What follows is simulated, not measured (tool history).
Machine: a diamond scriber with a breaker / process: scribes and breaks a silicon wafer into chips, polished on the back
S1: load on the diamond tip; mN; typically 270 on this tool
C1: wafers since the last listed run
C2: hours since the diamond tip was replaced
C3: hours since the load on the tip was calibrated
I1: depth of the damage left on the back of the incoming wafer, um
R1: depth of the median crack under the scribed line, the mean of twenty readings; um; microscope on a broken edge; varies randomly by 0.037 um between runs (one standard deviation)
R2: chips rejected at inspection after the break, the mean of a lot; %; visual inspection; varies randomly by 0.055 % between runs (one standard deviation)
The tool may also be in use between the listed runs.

Run 1, hour 0: usual settings but S1 249 mN; C1 0; C2 833.1; C3 1527.2; I1 0.03. Result: R1 5.67 um, R2 12.1 %.
Run 2, hour 53.6: usual settings but S1 233 mN; C1 139; C2 886.7; C3 1580.8; I1 0.02. Result: R1 5.35 um, R2 15.89 %.
Run 3, hour 89.4: usual settings but S1 233 mN; C1 93; C2 922.5; C3 1616.6; I1 0.01. Result: R1 5.32 um, R2 16.7 %.
Run 4, hour 103.4: usual settings but S1 233 mN; C1 36; C2 936.5; C3 1630.6; I1 0.02. Result: R1 5.33 um, R2 17.81 %.
At hour 110.8: load on the tip recalibrated.
Run 5, hour 121.6: usual settings; C1 42; C2 954.7; C3 10.8; I1 0.02. Result: R1 6.41 um, R2 2.64 %.
Run 6, hour 144.1: usual settings; C1 58; C2 977.2; C3 33.3; I1 0.03. Result: R1 6.47 um, R2 2.7 %.
Run 7, hour 160.5: usual settings but S1 252 mN; C1 42; C2 993.6; C3 49.7; I1 0.04. Result: R1 6.04 um, R2 5.82 %.
At hour 186.6: diamond tip replaced by a new one.
Run 8, hour 187.1: usual settings but S1 240 mN; C1 64; C2 0.5; C3 76.3; I1 0.03. Result: R1 6.14 um, R2 5.15 %.
Run 9, hour 208.4: usual settings but S1 232 mN; C1 55; C2 21.8; C3 97.6; I1 0.04. Result: R1 5.87 um, R2 7.11 %.

Expected results for the next run?
Run 10, hour 226.3: usual settings but S1 232 mN; C1 46; C2 39.7; C3 115.5; I1 0.04. Result: R1 ?, R2 ?.

Run 10 came out at R1 5.87 um, R2 9.06 %.
With no hidden state in the tool, this same run would have given R1 6.26 um, R2 4.31 %.

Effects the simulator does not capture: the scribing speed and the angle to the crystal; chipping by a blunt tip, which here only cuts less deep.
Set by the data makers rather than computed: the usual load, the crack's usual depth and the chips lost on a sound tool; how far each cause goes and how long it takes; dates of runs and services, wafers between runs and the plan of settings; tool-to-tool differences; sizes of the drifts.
